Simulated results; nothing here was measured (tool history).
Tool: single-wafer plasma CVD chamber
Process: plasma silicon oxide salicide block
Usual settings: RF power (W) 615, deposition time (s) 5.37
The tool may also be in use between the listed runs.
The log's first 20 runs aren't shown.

run	hour	RF power (W)	deposition time (s)	wafers since the last listed run	hours since the last RF generator calibration	hours since the showerhead was replaced	hours since the gauge calibration	read-back reference wafer on the same gauge, thickness_nm	mean film thickness on the monitor wafer (nm)
21	1007.4	615	5.37	545	1972.7	451.5	395	45.481	52.053
22	1034.3	615	5.37	543	1999.6	478.4	421.9	45.494	51.837
# hour 1050.8: RF generator calibrated
23	1146.4	665	6.03	2103	95.6	590.5	534	45.499	60.637
24	1191.1	615	5.37	903	140.3	635.2	578.7	45.486	53.121
25	1240.5	615	5.37	998	189.7	684.6	628.1	45.5	53.004
26	1303.2	720	5.37	1267	252.4	747.3	690.8	45.511	54.907
27	1350.2	710	5.76	949	299.4	794.3	737.8	45.503	59.141
28	1421.3	695	4.35	1436	370.5	865.4	808.9	45.488	44.344
29	1482.7	655	4.58	1240	431.9	926.8	870.3	45.501	45.852
30	1515.7	615	4.74	666	464.9	959.8	903.3	45.508	46.701
31	1549.5	615	5.37	683	498.7	993.6	937.1	45.502	52.961
32	1576.2	695	5.94	539	525.4	1020.3	963.8	45.499	60.426

3 ways to go on from here, each from the tool as it stands after run 32. What would each give?
A	1576.6	615	5.37	8	525.8	1020.7	964.2	?	?
B	1576.6	720	4.41	8	525.8	1020.7	964.2	?	?
C	1576.6	670	4.67	8	525.8	1020.7	964.2	?	?

run	read-back reference wafer on the same gauge, thickness_nm	mean film thickness on the monitor wafer (nm)
A	45.502	52.868
B	45.502	45.103
C	45.502	46.932
Without the tool's hidden state the same runs would have given:
run	mean film thickness on the monitor wafer (nm)
A	52.997
B	45.213
C	47.046
